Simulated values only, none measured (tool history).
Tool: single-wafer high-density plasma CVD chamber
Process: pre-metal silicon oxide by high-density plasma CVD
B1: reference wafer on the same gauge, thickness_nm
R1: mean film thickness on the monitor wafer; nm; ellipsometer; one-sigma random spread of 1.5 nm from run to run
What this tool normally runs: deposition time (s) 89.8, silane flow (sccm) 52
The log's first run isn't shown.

{"run": 2, "hour": 13.6, "deposition time (s)": 83.4, "silane flow (sccm)": 46, "B1": 500.838, "R1": 407.293}
{"run": 3, "hour": 21.4, "deposition time (s)": 89.8, "silane flow (sccm)": 52, "B1": 501.166, "R1": 495.066}
{"run": 4, "hour": 36.4, "deposition time (s)": 89.8, "silane flow (sccm)": 52, "B1": 501.043, "R1": 497.405}
{"run": 5, "hour": 43.4, "deposition time (s)": 83.1, "silane flow (sccm)": 52, "B1": 500.949, "R1": 459.294}
{"run": 6, "hour": 53.1, "deposition time (s)": 83.1, "silane flow (sccm)": 52, "B1": 500.97, "R1": 458.984}
{"hour": 54.6, "done": "gauge calibrated"}
{"run": 7, "hour": 64.9, "deposition time (s)": 83.1, "silane flow (sccm)": 52, "B1": 500.818, "R1": 457.762}
{"run": 8, "hour": 81.6, "deposition time (s)": 89.8, "silane flow (sccm)": 48, "B1": 500.708, "R1": 459.64}
{"run": 9, "hour": 96.3, "deposition time (s)": 89.8, "silane flow (sccm)": 48, "B1": 501.386, "R1": 456.745}
{"run": 10, "hour": 111.8, "deposition time (s)": 89.8, "silane flow (sccm)": 48, "B1": 501.493, "R1": 457.996}
{"run": 11, "hour": 129.2, "deposition time (s)": 89.8, "silane flow (sccm)": 52, "B1": 500.862, "R1": 495.347}
{"run": 12, "hour": 144.7, "deposition time (s)": 89.8, "silane flow (sccm)": 52, "B1": 501.407, "R1": 497.372}
{"run": 13, "hour": 157.8, "deposition time (s)": 89.8, "silane flow (sccm)": 52, "B1": 500.729, "R1": 496.672}
{"hour": 166.6, "done": "silane flow controller replaced"}
{"run": 14, "hour": 169.8, "deposition time (s)": 89.8, "silane flow (sccm)": 52, "B1": 500.929, "R1": 495.541}
{"run": 15, "hour": 177.1, "deposition time (s)": 89.8, "silane flow (sccm)": 52, "B1": 501.11, "R1": 496.377}
{"run": 16, "hour": 190.2, "deposition time (s)": 79.6, "silane flow (sccm)": 50, "B1": 501.289, "R1": 422.363}
{"run": 17, "hour": 241.4, "deposition time (s)": 89.8, "silane flow (sccm)": 48, "B1": 501.005, "R1": 458.18}
{"run": 18, "hour": 250.3, "deposition time (s)": 89.8, "silane flow (sccm)": 61, "B1": 500.924, "R1": 583.921}
{"run": 19, "hour": 262.0, "deposition time (s)": 76.9, "silane flow (sccm)": 57, "B1": 501.121, "R1": 466.491}
{"run": 20, "hour": 279.7, "deposition time (s)": 78.5, "silane flow (sccm)": 42, "B1": 501.117, "R1": 350.666}
{"run": 21, "hour": 315.1, "deposition time (s)": 104.4, "silane flow (sccm)": 44, "B1": 501.147, "R1": 489.276}
{"run": 22, "hour": 324.6, "deposition time (s)": 97.8, "silane flow (sccm)": 60, "B1": 501.074, "R1": 625.27}
{"hour": 325.5, "done": "gauge calibrated"}
{"run": 23, "hour": 337.7, "deposition time (s)": 84.6, "silane flow (sccm)": 59, "B1": 500.84, "R1": 531.767}

Estimate the outcome of run 24 from the log above:
{"run": 24, "hour": 351.4, "deposition time (s)": 89.8, "silane flow (sccm)": 52, "B1": "?", "R1": "?"}

B1: 500.482
R1: 497.753 nm
Without the tool's hidden state the same run would have given R1 497.753 nm.
